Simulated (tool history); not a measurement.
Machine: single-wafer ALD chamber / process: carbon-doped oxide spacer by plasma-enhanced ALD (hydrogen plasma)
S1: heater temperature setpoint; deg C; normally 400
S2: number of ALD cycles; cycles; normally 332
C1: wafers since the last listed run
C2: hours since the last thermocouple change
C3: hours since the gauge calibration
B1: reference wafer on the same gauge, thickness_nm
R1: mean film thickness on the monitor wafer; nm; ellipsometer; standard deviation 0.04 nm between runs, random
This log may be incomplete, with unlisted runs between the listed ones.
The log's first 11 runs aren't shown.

run,hour,S1,S2,C1,C2,C3,B1,R1
12,145.0,412,365,9,2529.1,331.8,16.292,16.691
13,159.7,412,365,16,2543.8,346.5,16.305,16.676
14,168.5,412,365,10,2552.6,355.3,16.297,16.716
15,182.9,400,310,16,2567.0,369.7,16.300,14.715
16,193.5,400,310,12,2577.6,380.3,16.296,14.762
# hour 207.3: thermocouple changed; heater temperature recalibrated
17,207.8,400,310,7,0.5,394.6,16.299,14.750
18,216.7,400,280,10,9.4,403.5,16.292,13.259
19,223.6,409,283,7,16.3,410.4,16.310,13.093
20,232.7,411,315,10,25.4,419.5,16.304,14.435
21,245.9,412,365,15,38.6,432.7,16.294,16.658
22,262.0,415,332,18,54.7,448.8,16.308,15.003
# hour 265.3: gauge calibrated
23,272.7,400,310,12,65.4,7.4,16.300,14.760
24,280.2,400,332,8,72.9,14.9,16.310,15.835
25,292.7,412,368,14,85.4,27.4,16.301,16.822
26,301.4,400,310,9,94.1,36.1,16.289,14.689
27,316.0,406,364,16,108.7,50.7,16.309,17.051
28,328.3,400,332,14,121.0,63.0,16.286,15.859
29,343.5,400,285,17,136.2,78.2,16.302,13.610
30,356.6,387,290,15,149.3,91.3,16.310,13.760
31,372.9,391,309,18,165.6,107.6,16.301,14.763
32,383.8,393,355,12,176.5,118.5,16.296,16.955
33,394.1,395,386,11,186.8,128.8,16.301,18.420
34,405.7,405,298,13,198.4,140.4,16.312,13.964
35,419.2,385,332,15,211.9,153.9,16.298,15.867
36,429.5,395,381,11,222.2,164.2,16.308,18.193

What if the next run were any one of these 4? Each begins from the tool's condition after run 36:
A,430.4,400,354,1,223.1,165.1,?,?
B,430.4,400,278,1,223.1,165.1,?,?
C,430.4,389,332,1,223.1,165.1,?,?
D,430.4,389,382,1,223.1,165.1,?,?

run,B1,R1
A,16.300,16.861
B,16.300,13.241
C,16.300,15.814
D,16.300,18.195
Had the tool no hidden state, the same runs would have come out as:
run,R1
A,16.861
B,13.241
C,15.814
D,18.195
